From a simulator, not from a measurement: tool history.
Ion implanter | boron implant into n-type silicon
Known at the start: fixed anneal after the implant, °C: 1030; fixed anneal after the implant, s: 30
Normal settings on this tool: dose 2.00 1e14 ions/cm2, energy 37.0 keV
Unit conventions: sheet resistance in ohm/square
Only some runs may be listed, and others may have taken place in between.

| run | day | dose | energy | wafers since the last listed run | hours since the last dose calibration | hours since the extraction supply was calibrated | hours since the gauge calibration | read-back reference wafer on the same gauge, sheet resistance | sheet resistance |
|---|---|---|---|---|---|---|---|---|---|
| 1 | 0.000 | 2.00 | 37.0 | 0 | 1240.9 | 4264.2 | 133.7 | 403.27 | 391.18 |
| 2 | 0.554 | 2.00 | 37.0 | 170 | 1254.2 | 4277.5 | 147.0 | 402.97 | 389.30 |
| 3 | 0.804 | 2.00 | 37.0 | 76 | 1260.2 | 4283.5 | 153.0 | 403.20 | 394.79 |
| 4 | 1.321 | 2.00 | 37.0 | 159 | 1272.6 | 4295.9 | 165.4 | 403.32 | 392.62 |
| 5 | 1.879 | 2.00 | 37.0 | 171 | 1286.0 | 4309.3 | 178.8 | 403.00 | 391.78 |
| 6 | 2.462 | 2.00 | 37.0 | 179 | 1300.0 | 4323.3 | 192.8 | 402.86 | 391.86 |
| 7 | 2.954 | 2.00 | 37.0 | 151 | 1311.8 | 4335.1 | 204.6 | 403.05 | 390.72 |
| 8 | 3.242 | 2.00 | 37.0 | 88 | 1318.7 | 4342.0 | 211.5 | 403.23 | 392.30 |
| 9 | 3.538 | 2.00 | 37.0 | 91 | 1325.8 | 4349.1 | 218.6 | 403.17 | 392.54 |
| 10 | 3.858 | 2.00 | 37.0 | 98 | 1333.5 | 4356.8 | 226.3 | 402.99 | 394.72 |
| 11 | 4.604 | 2.00 | 37.0 | 229 | 1351.4 | 4374.7 | 244.2 | 403.04 | 390.84 |
| 12 | 5.100 | 2.00 | 37.0 | 152 | 1363.3 | 4386.6 | 256.1 | 402.95 | 394.33 |
| 13 | 5.533 | 2.00 | 37.0 | 133 | 1373.7 | 4397.0 | 266.5 | 402.65 | 391.12 |
| 14 | 6.025 | 1.88 | 37.0 | 151 | 1385.5 | 4408.8 | 278.3 | 402.78 | 410.72 |
| 15 | 6.475 | 1.76 | 37.0 | 138 | 1396.3 | 4419.6 | 289.1 | 403.25 | 432.76 |
| 16 | 6.858 | 1.76 | 37.0 | 118 | 1405.5 | 4428.8 | 298.3 | 403.19 | 431.33 |
|  | 7.250 | gauge calibrated |
| 17 | 7.583 | 1.76 | 37.0 | 223 | 1422.9 | 4446.2 | 8.0 | 403.02 | 432.27 |
|  | 8.138 | extraction supply calibrated |
| 18 | 8.158 | 2.54 | 43.5 | 74 | 1436.7 | 0.5 | 21.8 | 402.87 | 319.48 |
| 19 | 8.821 | 1.78 | 28.5 | 204 | 1452.6 | 16.4 | 37.7 | 402.97 | 445.18 |
| 20 | 9.362 | 1.77 | 46.5 | 166 | 1465.6 | 29.4 | 50.7 | 402.79 | 413.50 |
| 21 | 9.808 | 2.00 | 37.0 | 137 | 1476.3 | 40.1 | 61.4 | 403.06 | 393.00 |
| 22 | 10.346 | 2.36 | 37.0 | 165 | 1489.2 | 53.0 | 74.3 | 403.28 | 343.21 |
| 23 | 10.792 | 2.56 | 28.5 | 137 | 1499.9 | 63.7 | 85.0 | 403.10 | 332.45 |
| 24 | 11.367 | 2.00 | 37.0 | 177 | 1513.7 | 77.5 | 98.8 | 403.22 | 390.97 |
| 25 | 12.017 | 2.29 | 37.0 | 200 | 1529.3 | 93.1 | 114.4 | 403.20 | 352.40 |
| 26 | 12.429 | 2.31 | 27.0 | 127 | 1539.2 | 103.0 | 124.3 | 403.26 | 366.20 |
| 27 | 12.800 | 2.53 | 37.0 | 114 | 1548.1 | 111.9 | 133.2 | 403.05 | 324.34 |
|  | 13.233 | Faraday cup replaced and dose calibrated |
| 28 | 14.817 | 2.56 | 32.5 | 518 | 38.0 | 160.3 | 181.6 | 402.95 | 327.66 |
| 29 | 15.125 | 2.49 | 37.0 | 94 | 45.4 | 167.7 | 189.0 | 402.88 | 330.05 |
| 30 | 15.454 | 2.00 | 37.0 | 101 | 53.3 | 175.6 | 196.9 | 402.76 | 391.22 |
| 31 | 16.142 | 2.00 | 37.0 | 211 | 69.8 | 192.1 | 213.4 | 402.98 | 390.38 |
| 32 | 16.462 | 2.00 | 26.5 | 98 | 77.5 | 199.8 | 221.1 | 402.93 | 411.47 |
| 33 | 16.771 | 2.28 | 30.5 | 94 | 84.9 | 207.2 | 228.5 | 402.91 | 362.29 |
| 34 | 17.492 | 2.29 | 37.0 | 221 | 102.2 | 224.5 | 245.8 | 403.23 | 353.79 |

What was the tool's hidden state at every run in the log?
deviation of the true dose from the Faraday cup's reading, %: 0 on each run
deviation of the true energy from its setpoint, %: 0 on each run
gauge reads high (%): 0 on each run

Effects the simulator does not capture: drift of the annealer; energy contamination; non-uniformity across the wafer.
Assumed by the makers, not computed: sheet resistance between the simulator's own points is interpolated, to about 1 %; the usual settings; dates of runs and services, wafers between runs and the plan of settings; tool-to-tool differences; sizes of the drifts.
